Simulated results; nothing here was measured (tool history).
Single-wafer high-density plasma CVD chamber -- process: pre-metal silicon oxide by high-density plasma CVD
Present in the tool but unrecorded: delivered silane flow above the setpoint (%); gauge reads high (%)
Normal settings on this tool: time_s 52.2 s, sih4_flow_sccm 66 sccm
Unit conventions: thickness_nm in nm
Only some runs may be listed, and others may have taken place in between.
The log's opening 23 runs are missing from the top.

run	hour	time_s	sih4_flow_sccm	wafers since the last listed run	hours since the silane flow controller was replaced	hours since the gauge calibration	read-back reference wafer on the same gauge, thickness_nm	thickness_nm
# hour 713.8: silane flow controller replaced
24	714.7	62.5	73	138	0.9	400.3	341.921	439.015
25	727.9	52.2	66	359	14.1	413.5	341.898	331.603
26	745.4	52.2	66	476	31.6	431	341.733	331.227
27	763.8	55	61	500	50	449.4	342.156	322.617
28	778.4	45.9	72	397	64.6	464	341.952	318.672
29	797	45.5	73	506	83.2	482.6	341.818	321.431
# hour 812.9: gauge calibrated
30	825.9	45	66	786	112.1	13	341.872	285.746
31	839	52.2	56	356	125.2	26.1	341.936	282.39
32	860.3	62.5	66	579	146.5	47.4	341.946	396.656
33	895.2	58.2	66	949	181.4	82.3	341.922	370.786
34	920.2	52.2	66	680	206.4	107.3	342.085	332.971
35	946.1	49.3	54	704	232.3	133.2	342.088	256.934
36	961.3	57.8	62	413	247.5	148.4	342.021	345.722
37	974	52.2	78	345	260.2	161.1	342.006	392.161
38	987.9	56.1	57	378	274.1	175	342.094	308.019

Alternative continuations, all from the tool just after run 38; predict every row:
A	988.3	52.2	66	10	274.5	175.4	?	?
B	988.3	49.2	69	10	274.5	175.4	?	?
C	988.3	42.7	75	10	274.5	175.4	?	?
D	988.3	60.2	61	10	274.5	175.4	?	?

run	read-back reference wafer on the same gauge, thickness_nm	thickness_nm
A	342.127	333.898
B	342.127	329.013
C	342.127	310.376
D	342.127	355.898
Without the tool's hidden state the same runs would have given:
run	thickness_nm
A	333.898
B	329.013
C	310.376
D	355.898

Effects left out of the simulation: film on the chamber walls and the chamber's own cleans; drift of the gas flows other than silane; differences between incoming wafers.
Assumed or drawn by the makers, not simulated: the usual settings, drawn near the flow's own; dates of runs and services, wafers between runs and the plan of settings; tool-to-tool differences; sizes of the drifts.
